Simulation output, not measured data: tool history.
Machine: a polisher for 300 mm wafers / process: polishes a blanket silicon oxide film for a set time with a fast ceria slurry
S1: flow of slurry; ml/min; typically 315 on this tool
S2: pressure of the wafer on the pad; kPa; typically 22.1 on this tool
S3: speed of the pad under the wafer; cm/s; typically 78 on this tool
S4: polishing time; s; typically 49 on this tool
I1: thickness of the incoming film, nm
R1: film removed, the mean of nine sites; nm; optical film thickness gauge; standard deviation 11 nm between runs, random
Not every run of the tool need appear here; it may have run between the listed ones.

| run | hour | S1 | S2 | S3 | S4 | I1 | R1 |
|---|---|---|---|---|---|---|---|
| 1 | 0.0 | 315 | 22.1 | 78 | 49 | 1951.3 | 712.0 |
| 2 | 56.4 | 315 | 22.1 | 78 | 49 | 1891.9 | 712.6 |
|  | 61.6 | slurry nozzle cleaned |
|  | 71.8 | worn pad replaced by a new one |
| 3 | 87.1 | 315 | 22.1 | 78 | 49 | 1950.1 | 781.2 |
| 4 | 136.7 | 315 | 22.1 | 66 | 49 | 1925.1 | 631.6 |
| 5 | 162.3 | 315 | 22.1 | 66 | 49 | 1912.0 | 641.1 |
| 6 | 225.1 | 315 | 22.1 | 78 | 49 | 1904.7 | 751.2 |
| 7 | 288.8 | 315 | 22.1 | 88 | 49 | 1954.6 | 839.7 |
| 8 | 329.9 | 375 | 22.1 | 70 | 49 | 1927.1 | 690.3 |
| 9 | 378.1 | 375 | 22.1 | 70 | 49 | 1951.5 | 672.6 |
| 10 | 432.1 | 315 | 27.6 | 78 | 49 | 1915.2 | 874.3 |
|  | 463.3 | worn pad replaced by a new one |
| 11 | 501.8 | 315 | 22.1 | 78 | 49 | 1933.2 | 723.8 |
|  | 524.6 | slurry nozzle cleaned |
| 12 | 543.0 | 315 | 22.1 | 78 | 49 | 1904.0 | 777.5 |
| 13 | 575.6 | 315 | 22.1 | 78 | 49 | 1931.3 | 740.6 |
| 14 | 633.2 | 315 | 22.1 | 78 | 49 | 1958.2 | 764.3 |
| 15 | 669.6 | 315 | 22.1 | 78 | 49 | 1892.7 | 772.0 |
| 16 | 705.1 | 315 | 26.9 | 78 | 49 | 1922.6 | 892.8 |
| 17 | 770.5 | 315 | 16.5 | 56 | 49 | 1919.1 | 414.4 |
|  | 802.1 | worn pad replaced by a new one |
| 18 | 805.0 | 315 | 16.5 | 56 | 49 | 1882.3 | 420.0 |
| 19 | 864.8 | 315 | 22.1 | 78 | 49 | 1911.8 | 742.3 |
| 20 | 908.7 | 240 | 22.1 | 58 | 49 | 1919.2 | 502.6 |
| 21 | 933.4 | 315 | 22.1 | 68 | 55 | 1915.5 | 728.7 |
|  | 1005.3 | slurry nozzle cleaned |
| 22 | 1069.3 | 315 | 29.0 | 52 | 33 | 1913.0 | 430.5 |
|  | 1081.1 | head pressure recalibrated |
| 23 | 1099.7 | 385 | 22.1 | 78 | 49 | 1881.0 | 761.0 |
| 24 | 1149.5 | 315 | 22.1 | 78 | 49 | 1929.1 | 762.0 |
|  | 1159.4 | worn pad replaced by a new one |
| 25 | 1215.7 | 225 | 17.2 | 78 | 44 | 1918.6 | 523.3 |
| 26 | 1279.7 | 315 | 22.1 | 78 | 49 | 1881.6 | 746.0 |
| 27 | 1318.1 | 235 | 14.5 | 78 | 49 | 1917.7 | 487.7 |
| 28 | 1350.0 | 315 | 22.1 | 78 | 49 | 1901.9 | 738.1 |
| 29 | 1401.3 | 370 | 22.1 | 92 | 49 | 1894.5 | 873.1 |
| 30 | 1425.3 | 315 | 24.1 | 104 | 33 | 1906.4 | 689.4 |
| 31 | 1451.6 | 315 | 22.1 | 66 | 41 | 1935.5 | 503.4 |
| 32 | 1480.7 | 280 | 29.0 | 78 | 49 | 1905.7 | 908.4 |
|  | 1500.5 | slurry nozzle cleaned |
|  | 1517.5 | worn pad replaced by a new one |
| 33 | 1519.3 | 315 | 22.1 | 78 | 58 | 1937.4 | 916.5 |
| 34 | 1562.7 | 245 | 24.8 | 60 | 44 | 1904.0 | 571.4 |
| 35 | 1623.7 | 315 | 22.1 | 78 | 49 | 1922.9 | 759.6 |
| 36 | 1691.4 | 315 | 22.1 | 78 | 49 | 1914.2 | 767.8 |
| 37 | 1743.5 | 315 | 22.1 | 86 | 49 | 1904.5 | 824.7 |

Table of differences, measured result less the result of that run with no hidden state. Run-to-run variation is the same in both. Gauge scatter possibly is not:
The hidden state here: removal rate lost through wear of the pad, %; slurry flow missing at the pad, %; deviation of the head's pressure from its setpoint, %.
| run | R1 |
|---|---|
| 1 | -49.6 |
| 2 | -62.2 |
| 3 | -2.3 |
| 4 | -4.8 |
| 5 | -6.4 |
| 6 | -12.9 |
| 7 | -21.4 |
| 8 | -18.2 |
| 9 | -22.2 |
| 10 | -44.0 |
| 11 | -48.4 |
| 12 | -2.2 |
| 13 | -4.3 |
| 14 | -8.9 |
| 15 | -12.1 |
| 16 | -17.9 |
| 17 | -12.0 |
| 18 | -14.5 |
| 19 | -33.6 |
| 20 | -36.9 |
| 21 | -44.1 |
| 22 | -2.7 |
| 23 | -5.7 |
| 24 | -11.2 |
| 25 | -17.2 |
| 26 | -24.1 |
| 27 | -26.0 |
| 28 | -32.9 |
| 29 | -40.8 |
| 30 | -42.2 |
| 31 | -34.2 |
| 32 | -78.9 |
| 33 | -2.0 |
| 34 | -4.6 |
| 35 | -9.4 |
| 36 | -15.7 |
| 37 | -22.7 |
